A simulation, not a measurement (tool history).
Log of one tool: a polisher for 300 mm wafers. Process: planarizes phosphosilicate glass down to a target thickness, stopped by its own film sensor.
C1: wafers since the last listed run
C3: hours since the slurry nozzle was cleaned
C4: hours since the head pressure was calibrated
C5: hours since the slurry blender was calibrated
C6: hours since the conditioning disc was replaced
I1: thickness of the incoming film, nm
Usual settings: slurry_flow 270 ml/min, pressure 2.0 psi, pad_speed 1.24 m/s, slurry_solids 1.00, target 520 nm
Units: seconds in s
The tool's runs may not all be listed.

run 1 day=0.000 | slurry_flow=270 pressure=2.0 pad_speed=1.24 slurry_solids=1.00 target=520 | C1=0 wafers_polished_on_this_pad=812 C3=198.5 C4=61.6 C5=211.2 C6=433.6 | I1=1280.3 | seconds=132.3
run 2 day=1.404 | slurry_flow=270 pressure=2.0 pad_speed=1.06 slurry_solids=1.00 target=520 | C1=330 wafers_polished_on_this_pad=1143 C3=232.2 C4=95.3 C5=244.9 C6=467.3 | I1=1295.1 | seconds=148.0
run 3 day=3.750 | slurry_flow=270 pressure=2.0 pad_speed=1.06 slurry_solids=1.00 target=520 | C1=552 wafers_polished_on_this_pad=1696 C3=288.5 C4=151.6 C5=301.2 C6=523.6 | I1=1294.6 | seconds=143.6
-- day=4.162 conditioning disc replaced and pad reconditioned
run 4 day=5.050 | slurry_flow=270 pressure=2.0 pad_speed=1.24 slurry_solids=1.00 target=367 | C1=286 wafers_polished_on_this_pad=1982 C3=319.7 C4=182.8 C5=332.4 C6=21.3 | I1=1304.6 | seconds=163.7
-- day=6.150 slurry blender recalibrated
-- day=8.425 worn pad replaced by a new one
run 5 day=13.171 | slurry_flow=300 pressure=2.0 pad_speed=1.24 slurry_solids=1.00 target=520 | C1=1853 wafers_polished_on_this_pad=1118 C3=514.6 C4=377.7 C5=168.5 C6=216.2 | I1=1284.1 | seconds=130.1
run 6 day=15.229 | slurry_flow=300 pressure=2.0 pad_speed=1.24 slurry_solids=1.00 target=520 | C1=484 wafers_polished_on_this_pad=1602 C3=564.0 C4=427.1 C5=217.9 C6=265.6 | I1=1299.9 | seconds=131.8
-- day=17.292 slurry nozzle cleaned
run 7 day=17.879 | slurry_flow=270 pressure=2.0 pad_speed=1.24 slurry_solids=1.00 target=520 | C1=614 wafers_polished_on_this_pad=2217 C3=14.1 C4=490.7 C5=281.5 C6=329.2 | I1=1318.7 | seconds=137.2
run 8 day=19.871 | slurry_flow=270 pressure=2.0 pad_speed=1.24 slurry_solids=1.00 target=520 | C1=469 wafers_polished_on_this_pad=2686 C3=61.9 C4=538.5 C5=329.3 C6=377.0 | I1=1296.7 | seconds=127.7
-- day=20.979 slurry blender recalibrated
-- day=21.733 worn pad replaced by a new one
-- day=25.029 conditioning disc replaced and pad reconditioned
run 9 day=27.517 | slurry_flow=270 pressure=2.0 pad_speed=1.24 slurry_solids=1.00 target=520 | C1=1722 wafers_polished_on_this_pad=1343 C3=245.4 C4=722.0 C5=156.9 C6=59.7 | I1=1295.3 | seconds=131.6
run 10 day=29.242 | slurry_flow=270 pressure=2.0 pad_speed=1.24 slurry_solids=1.00 target=520 | C1=406 wafers_polished_on_this_pad=1749 C3=286.8 C4=763.4 C5=198.3 C6=101.1 | I1=1301.4 | seconds=129.7
run 11 day=31.004 | slurry_flow=270 pressure=2.0 pad_speed=1.24 slurry_solids=1.00 target=520 | C1=415 wafers_polished_on_this_pad=2164 C3=329.1 C4=805.7 C5=240.6 C6=143.4 | I1=1288.9 | seconds=128.4
-- day=33.592 worn pad replaced by a new one
run 12 day=34.262 | slurry_flow=270 pressure=1.8 pad_speed=1.24 slurry_solids=0.70 target=323 | C1=728 wafers_polished_on_this_pad=158 C3=407.3 C4=883.9 C5=318.8 C6=221.6 | I1=1268.3 | seconds=224.6
-- day=34.479 slurry blender recalibrated
run 13 day=36.808 | slurry_flow=200 pressure=2.0 pad_speed=1.24 slurry_solids=1.00 target=259 | C1=580 wafers_polished_on_this_pad=738 C3=468.4 C4=945.0 C5=55.9 C6=282.7 | I1=1298.3 | seconds=182.0
run 14 day=38.442 | slurry_flow=245 pressure=2.3 pad_speed=1.24 slurry_solids=0.90 target=520 | C1=384 wafers_polished_on_this_pad=1122 C3=507.6 C4=984.2 C5=95.1 C6=321.9 | I1=1265.8 | seconds=115.9
run 15 day=40.150 | slurry_flow=270 pressure=2.0 pad_speed=1.24 slurry_solids=1.00 target=388 | C1=402 wafers_polished_on_this_pad=1525 C3=548.6 C4=1025.2 C5=136.1 C6=362.9 | I1=1306.3 | seconds=157.7
-- day=42.412 head pressure recalibrated
run 16 day=42.450 | slurry_flow=270 pressure=2.0 pad_speed=1.24 slurry_solids=1.00 target=520 | C1=522 wafers_polished_on_this_pad=2047 C3=603.8 C4=0.9 C5=191.3 C6=418.1 | I1=1277.1 | seconds=131.5
run 17 day=43.700 | slurry_flow=270 pressure=2.0 pad_speed=1.24 slurry_solids=1.00 target=520 | C1=294 wafers_polished_on_this_pad=2341 C3=633.8 C4=30.9 C5=221.3 C6=448.1 | I1=1289.5 | seconds=133.1
-- day=43.979 worn pad replaced by a new one
-- day=45.129 conditioning disc replaced and pad reconditioned
-- day=48.229 slurry nozzle cleaned
-- day=51.808 slurry blender recalibrated
run 18 day=52.421 | slurry_flow=270 pressure=2.0 pad_speed=1.24 slurry_solids=1.00 target=520 | C1=1965 wafers_polished_on_this_pad=1939 C3=100.6 C4=240.2 C5=14.7 C6=175.0 | I1=1287.6 | seconds=131.0
run 19 day=55.288 | slurry_flow=270 pressure=2.0 pad_speed=1.24 slurry_solids=0.75 target=520 | C1=675 wafers_polished_on_this_pad=2614 C3=169.4 C4=309.0 C5=83.5 C6=243.8 | I1=1290.8 | seconds=151.7
-- day=55.875 worn pad replaced by a new one
run 20 day=58.046 | slurry_flow=320 pressure=2.6 pad_speed=1.24 slurry_solids=1.00 target=520 | C1=610 wafers_polished_on_this_pad=511 C3=235.6 C4=375.2 C5=149.7 C6=310.0 | I1=1283.8 | seconds=98.4
run 21 day=59.225 | slurry_flow=270 pressure=2.0 pad_speed=1.44 slurry_solids=1.00 target=520 | C1=277 wafers_polished_on_this_pad=789 C3=263.9 C4=403.5 C5=178.0 C6=338.3 | I1=1290.7 | seconds=118.8
run 22 day=60.967 | slurry_flow=270 pressure=2.0 pad_speed=1.24 slurry_solids=1.00 target=520 | C1=410 wafers_polished_on_this_pad=1199 C3=305.7 C4=445.3 C5=219.8 C6=380.1 | I1=1295.3 | seconds=129.3

How the hidden state differs across the entries between the runs, from the last listed run before each to the first after it:
Between runs 3 and 4: conditioning disc replaced and pad reconditioned (day 4.162)
  no hidden state differs between the two runs
Between runs 4 and 5: slurry blender recalibrated (day 6.150); worn pad replaced by a new one (day 8.425)
  no hidden state differs between the two runs
Between runs 6 and 7: slurry nozzle cleaned (day 17.292)
  no hidden state differs between the two runs
Between runs 8 and 9: slurry blender recalibrated (day 20.979); worn pad replaced by a new one (day 21.733); conditioning disc replaced and pad reconditioned (day 25.029)
  no hidden state differs between the two runs
Between runs 11 and 12: worn pad replaced by a new one (day 33.592)
  no hidden state differs between the two runs
Between runs 12 and 13: slurry blender recalibrated (day 34.479)
  no hidden state differs between the two runs
Between runs 15 and 16: head pressure recalibrated (day 42.412)
  no hidden state differs between the two runs
Between runs 17 and 18: worn pad replaced by a new one (day 43.979); conditioning disc replaced and pad reconditioned (day 45.129); slurry nozzle cleaned (day 48.229); slurry blender recalibrated (day 51.808)
  no hidden state differs between the two runs
Between runs 19 and 20: worn pad replaced by a new one (day 55.875)
  no hidden state differs between the two runs

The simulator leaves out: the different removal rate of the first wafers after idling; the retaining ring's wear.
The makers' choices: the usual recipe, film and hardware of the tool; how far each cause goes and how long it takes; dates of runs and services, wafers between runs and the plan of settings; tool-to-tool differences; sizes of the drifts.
